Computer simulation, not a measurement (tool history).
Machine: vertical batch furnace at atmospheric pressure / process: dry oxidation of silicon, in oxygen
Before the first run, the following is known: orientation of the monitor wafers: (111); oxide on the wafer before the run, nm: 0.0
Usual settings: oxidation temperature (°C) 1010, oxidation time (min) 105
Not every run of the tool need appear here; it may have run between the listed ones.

run	day	oxidation temperature (°C)	oxidation time (min)	wafers since the last listed run	hours since the last temperature calibration	hours since the boat lift was adjusted	hours since the gauge calibration	read-back reference wafer on the same gauge, thickness	oxide thickness on the monitor wafer (angstrom)
1	0	1010	105	0	2278.9	1449.8	1416.2	94.95	1000
2	3.038	1010	105	972	2351.8	1522.7	1489.1	95.11	1000.9
3	7.338	1023	131	1377	2455	1625.9	1592.3	94.98	1251.2
4	10.292	998	142.5	946	2525.9	1696.8	1663.2	94.92	1118.9
5	12.512	998	142.5	711	2579.2	1750.1	1716.5	95.02	1115
6	16.508	998	142.5	1279	2675.1	1846	1812.4	95	1112.9
7	20.371	1010	105	1237	2767.8	1938.7	1905.1	94.98	997.5
8	22.112	1010	105	557	2809.6	1980.5	1946.9	94.93	999
9	24.192	1010	105	665	2859.5	2030.4	1996.8	94.95	1003.4
10	27.117	997	105	936	2929.7	2100.6	2067	94.96	907
11	31.379	997	105	1365	3032	2202.9	2169.3	95.03	911.1
12	32.996	997	105	517	3070.8	2241.7	2208.1	94.99	909.9
13	35.579	1010	105	827	3132.8	2303.7	2270.1	94.98	990.7
14	39.779	1010	105	1345	3233.6	2404.5	2370.9	95	997.2
15	43.896	1010	105	1318	3332.4	2503.3	2469.7	94.99	996.4
16	47.808	1010	105	1253	3426.3	2597.2	2563.6	95.01	995
17	49.738	1010	105	617	3472.6	2643.5	2609.9	95.03	995.4
18	51.35	1010	105	516	3511.3	2682.2	2648.6	95.04	994.8
19	53.271	1010	105	615	3557.4	2728.3	2694.7	95.01	991.1
20	65.062	1010	105	3776	3840.4	3011.3	2977.7	95.02	990.4
21	68.479	1010	105	1094	3922.4	3093.3	3059.7	95.01	987.7
22	70.725	1018	129	719	3976.3	3147.2	3113.6	95.03	1190.6
23	73.517	1030	83.5	894	4043.3	3214.2	3180.6	94.94	976.7
# day 76.208: thermocouples replaced and temperature profile calibrated
24	76.229	997	120.5	548	0.5	3279.3	3245.7	94.98	984.3
25	77.892	1000	149.5	532	40.4	3319.2	3285.6	95.11	1152
26	80.888	1010	105	959	112.3	3391.1	3357.5	95	983.6
# day 81.358: gauge calibrated
# day 94.862: boat lift adjusted
27	94.883	1010	105	4162	448.2	0.5	324.6	94.93	1009.9
28	97.208	989	143.5	744	504	56.3	380.4	95.02	1065.9
29	99.521	1021	76	740	559.5	111.8	435.9	94.89	888.5
30	102.012	1019	105	798	619.3	171.6	495.7	95.04	1077.3
31	103.754	1018	70.5	557	661.1	213.4	537.5	95.02	828.9
32	105.467	1010	60.5	548	702.2	254.5	578.6	94.95	708
33	109.458	986	105	1278	798	350.3	674.4	95	852.1
34	111.033	993	73.5	504	835.8	388.1	712.2	94.98	709.9
35	115.346	986	121.5	1381	939.3	491.6	815.7	95.01	936.1
36	117.908	999	123.5	820	1000.8	553.1	877.2	94.97	1039.9
37	119.55	995	147	525	1040.2	592.5	916.6	95.03	1129.2
38	125.912	985	86	2037	1192.9	745.2	1069.3	95.04	743.2
39	127.7	995	88	572	1235.8	788.1	1112.2	95.04	803.6
40	131.171	1021	123	1111	1319.1	871.4	1195.5	94.96	1205.9

For some of the steps in oxide thickness on the monitor wafer (angstrom) from one run to the next: how much would appear even if the tool had no hidden state, given the settings, what came in and random variation, and how much remains for the hidden state plus any gauge scatter that the measured result and the result without hidden state don't share?
The hidden state here: true tube temperature minus thermocouple reading, K; monitor wafer colder than the profiled boat position, K; gauge reads high (%).
Run 2 -> 3: oxidation temperature (°C) 1010 -> 1023, oxidation time (min) 105 -> 131. oxide thickness on the monitor wafer (angstrom) +250.3: hidden state -1.6, all else +251.9.
Run 22 -> 23: oxidation temperature (°C) 1018 -> 1030, oxidation time (min) 129 -> 83.5. oxide thickness on the monitor wafer (angstrom) -213.9: hidden state +5.9, all else -219.8.
Run 24 -> 25: oxidation temperature (°C) 997 -> 1000, oxidation time (min) 120.5 -> 149.5. oxide thickness on the monitor wafer (angstrom) +167.7: hidden state -4.3, all else +172.
Run 26 -> 27: gauge calibrated, boat lift adjusted. oxide thickness on the monitor wafer (angstrom) +26.3: hidden state +26.5, all else -0.2.
Run 37 -> 38: oxidation temperature (°C) 995 -> 985, oxidation time (min) 147 -> 86. oxide thickness on the monitor wafer (angstrom) -386: hidden state +0.1, all else -386.1.
Run 39 -> 40: oxidation temperature (°C) 995 -> 1021, oxidation time (min) 88 -> 123. oxide thickness on the monitor wafer (angstrom) +402.3: hidden state -0.9, all else +403.2.

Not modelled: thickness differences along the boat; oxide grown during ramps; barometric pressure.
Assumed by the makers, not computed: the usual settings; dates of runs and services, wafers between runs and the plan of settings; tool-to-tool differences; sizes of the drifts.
